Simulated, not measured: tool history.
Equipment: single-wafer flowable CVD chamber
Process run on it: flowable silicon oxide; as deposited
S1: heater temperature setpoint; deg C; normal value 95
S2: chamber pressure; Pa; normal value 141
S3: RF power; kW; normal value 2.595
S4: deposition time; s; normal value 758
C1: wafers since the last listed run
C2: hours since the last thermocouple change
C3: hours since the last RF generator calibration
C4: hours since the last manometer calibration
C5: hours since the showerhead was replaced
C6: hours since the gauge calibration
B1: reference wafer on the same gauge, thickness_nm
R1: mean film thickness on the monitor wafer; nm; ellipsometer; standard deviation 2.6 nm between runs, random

run	day	S1	S2	S3	S4	C1	C2	C3	C4	C5	C6	B1	R1
1	0.000	95	141	2.595	758	0	986.0	1050.8	2111.4	5856.3	302.0	830.945	765.269
2	0.671	95	141	2.595	758	49	1002.1	1066.9	2127.5	5872.4	318.1	832.004	759.057
3	1.325	95	161	2.595	758	48	1017.8	1082.6	2143.2	5888.1	333.8	832.255	869.180
4	1.746	95	161	2.595	758	31	1027.9	1092.7	2153.3	5898.2	343.9	831.016	863.367
5	2.667	95	161	2.595	758	68	1050.0	1114.8	2175.4	5920.3	366.0	831.875	867.443
# day 3.167: capacitance manometer re-zeroed and calibrated
6	3.242	95	141	2.595	758	17	1063.8	1128.6	1.8	5934.1	379.8	832.461	736.743
7	3.746	95	141	2.595	758	37	1075.9	1140.7	13.9	5946.2	391.9	833.143	737.223
8	4.046	95	141	2.595	758	22	1083.1	1147.9	21.1	5953.4	399.1	832.599	741.250
9	4.562	95	141	2.595	758	38	1095.5	1160.3	33.5	5965.8	411.5	831.468	735.589
# day 4.971: thermocouple changed; heater temperature recalibrated
10	4.992	95	141	2.595	758	7	0.5	1170.6	43.8	5976.1	421.8	831.845	733.633
11	5.125	95	141	2.595	758	9	3.7	1173.8	47.0	5979.3	425.0	832.072	733.292
# day 5.475: capacitance manometer re-zeroed and calibrated, repeated, since the last time left the tool worse
12	5.775	95	141	2.595	758	23	19.3	1189.4	7.2	5994.9	440.6	831.157	814.644
13	6.529	105	141	2.885	665	55	37.4	1207.5	25.3	6013.0	458.7	831.651	538.617
14	6.954	95	141	2.595	758	31	47.6	1217.7	35.5	6023.2	468.9	833.409	823.832
15	7.571	95	141	2.595	758	45	62.4	1232.5	50.3	6038.0	483.7	832.051	817.806
16	8.100	101	157	2.980	611	39	75.1	1245.2	63.0	6050.7	496.4	831.857	623.047
# day 9.196: gauge calibrated
# day 9.500: showerhead replaced
17	9.721	102	121	2.890	664	95	114.0	1284.1	101.9	5.3	12.6	832.981	505.967
# day 10.258: RF generator calibrated
18	10.383	95	141	2.880	686	24	129.9	3.0	117.8	21.2	28.5	831.471	746.125
19	10.708	95	141	2.595	633	24	137.7	10.8	125.6	29.0	36.3	830.906	684.405
20	12.071	95	169	2.595	632	100	170.4	43.5	158.3	61.7	69.0	831.461	807.594
21	12.333	82	141	2.750	758	19	176.7	49.8	164.6	68.0	75.3	831.955	1178.244
22	12.696	89	107	2.595	627	26	185.4	58.5	173.3	76.7	84.0	831.817	606.162
23	13.033	106	163	2.595	758	24	193.5	66.6	181.4	84.8	92.1	833.952	678.243
24	13.450	90	141	2.390	758	30	203.5	76.6	191.4	94.8	102.1	833.345	933.831
25	14.096	110	129	2.905	899	47	219.0	92.1	206.9	110.3	117.6	831.162	579.446
26	14.458	103	109	2.960	662	26	227.7	100.8	215.6	119.0	126.3	832.495	442.026
27	14.900	99	131	2.315	701	32	238.3	111.4	226.2	129.6	136.9	832.079	609.502
28	15.588	88	141	2.595	834	50	254.8	127.9	242.7	146.1	153.4	831.748	1092.608
29	15.879	95	160	2.595	758	21	261.8	134.9	249.7	153.1	160.4	831.591	914.041

Each row is a separate what-if for the run after 29, all from the same tool condition, not one after another. Results?
A	15.904	95	141	2.595	758	1	262.4	135.5	250.3	153.7	161.0	?	?
B	15.904	99	169	3.105	672	1	262.4	135.5	250.3	153.7	161.0	?	?
C	15.904	82	115	2.745	809	1	262.4	135.5	250.3	153.7	161.0	?	?

run	B1	R1
A	831.311	812.825
B	831.311	777.544
C	831.311	1012.600
Without the tool's hidden state the same runs would have given:
run	R1
A	818.903
B	783.357
C	1020.885
